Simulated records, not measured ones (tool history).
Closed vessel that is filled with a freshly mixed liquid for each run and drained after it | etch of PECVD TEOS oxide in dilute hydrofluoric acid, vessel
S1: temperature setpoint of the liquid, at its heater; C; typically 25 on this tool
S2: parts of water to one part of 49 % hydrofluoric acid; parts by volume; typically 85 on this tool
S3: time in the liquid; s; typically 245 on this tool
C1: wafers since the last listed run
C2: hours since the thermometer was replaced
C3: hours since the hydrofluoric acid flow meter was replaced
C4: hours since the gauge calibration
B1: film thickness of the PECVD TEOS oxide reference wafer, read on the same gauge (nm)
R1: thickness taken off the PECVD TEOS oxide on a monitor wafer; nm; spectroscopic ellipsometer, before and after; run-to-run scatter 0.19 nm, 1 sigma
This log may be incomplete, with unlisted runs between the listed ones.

| run | hour | S1 | S2 | S3 | C1 | C2 | C3 | C4 | B1 | R1 |
|---|---|---|---|---|---|---|---|---|---|---|
| 1 | 0 | 27.5 | 85 | 245 | 0 | 1238.9 | 1876.9 | 200 | 139.95 | 41.46 |
| 2 | 32.7 | 25 | 85 | 245 | 4095 | 1271.6 | 1909.6 | 232.7 | 140 | 37.82 |
| 3 | 66.4 | 25 | 85 | 245 | 4220 | 1305.3 | 1943.3 | 266.4 | 139.99 | 38.53 |
| 4 | 99.9 | 25 | 85 | 245 | 4195 | 1338.8 | 1976.8 | 299.9 | 139.99 | 38.08 |
| 5 | 130.8 | 25 | 65 | 245 | 3869 | 1369.7 | 2007.7 | 330.8 | 139.98 | 51.53 |
| 6 | 162.3 | 25 | 65 | 245 | 3944 | 1401.2 | 2039.2 | 362.3 | 139.99 | 52.38 |
| 7 | 185.4 | 25 | 85 | 245 | 2892 | 1424.3 | 2062.3 | 385.4 | 139.99 | 38.47 |
| 8 | 214.5 | 25 | 85 | 245 | 3644 | 1453.4 | 2091.4 | 414.5 | 139.99 | 38.63 |
| 9 | 230.7 | 25 | 85 | 245 | 2028 | 1469.6 | 2107.6 | 430.7 | 139.96 | 38.49 |
| 10 | 242.7 | 25 | 85 | 245 | 1502 | 1481.6 | 2119.6 | 442.7 | 140.03 | 38.83 |
| 11 | 276.2 | 22 | 85 | 165 | 4195 | 1515.1 | 2153.1 | 476.2 | 140 | 23.43 |
|  | 289.3 | hydrofluoric acid flow meter replaced |
| 12 | 299.2 | 25 | 45 | 365 | 2755 | 1538.1 | 9.9 | 499.2 | 140 | 103.7 |
| 13 | 315.5 | 28 | 50 | 120 | 2041 | 1554.4 | 26.2 | 515.5 | 140.04 | 34.22 |
| 14 | 337.6 | 25 | 115 | 150 | 2767 | 1576.5 | 48.3 | 537.6 | 140 | 15.32 |
| 15 | 359.3 | 20 | 85 | 245 | 2717 | 1598.2 | 70 | 559.3 | 140.02 | 28.82 |
| 16 | 394.8 | 25 | 85 | 245 | 4445 | 1633.7 | 105.5 | 594.8 | 139.99 | 35.29 |
| 17 | 449.7 | 25 | 85 | 245 | 6875 | 1688.6 | 160.4 | 649.7 | 139.98 | 35.24 |
| 18 | 466.5 | 29.5 | 65 | 245 | 2103 | 1705.4 | 177.2 | 666.5 | 140 | 57 |
|  | 470.8 | thermometer replaced |
|  | 480.1 | gauge calibrated |
| 19 | 499.7 | 23.5 | 60 | 335 | 4032 | 28.9 | 210.4 | 19.6 | 139.98 | 61.42 |
| 20 | 513.3 | 29.5 | 85 | 365 | 1703 | 42.5 | 224 | 33.2 | 139.98 | 58.26 |
| 21 | 547.6 | 25 | 85 | 245 | 4295 | 76.8 | 258.3 | 67.5 | 139.99 | 32.67 |
| 22 | 581.3 | 25 | 105 | 245 | 4220 | 110.5 | 292 | 101.2 | 139.98 | 26.28 |
| 23 | 609.8 | 25 | 45 | 140 | 3569 | 139 | 320.5 | 129.7 | 140.01 | 37.47 |

Consider 3 possible next runs. They are alternatives, not a sequence: every one starts from the tool as it was left by run 23. What does each give?
| A | 610.5 | 25 | 85 | 245 | 87 | 139.7 | 321.2 | 130.4 | ? | ? |
| B | 610.5 | 25 | 70 | 245 | 87 | 139.7 | 321.2 | 130.4 | ? | ? |
| C | 610.5 | 30 | 85 | 245 | 87 | 139.7 | 321.2 | 130.4 | ? | ? |

| run | B1 | R1 |
|---|---|---|
| A | 140 | 33.19 |
| B | 140 | 41.09 |
| C | 140 | 40.27 |
Had the tool no hidden state, the same runs would have come out as:
| run | R1 |
|---|---|
| A | 31.3 |
| B | 38.76 |
| C | 38.01 |
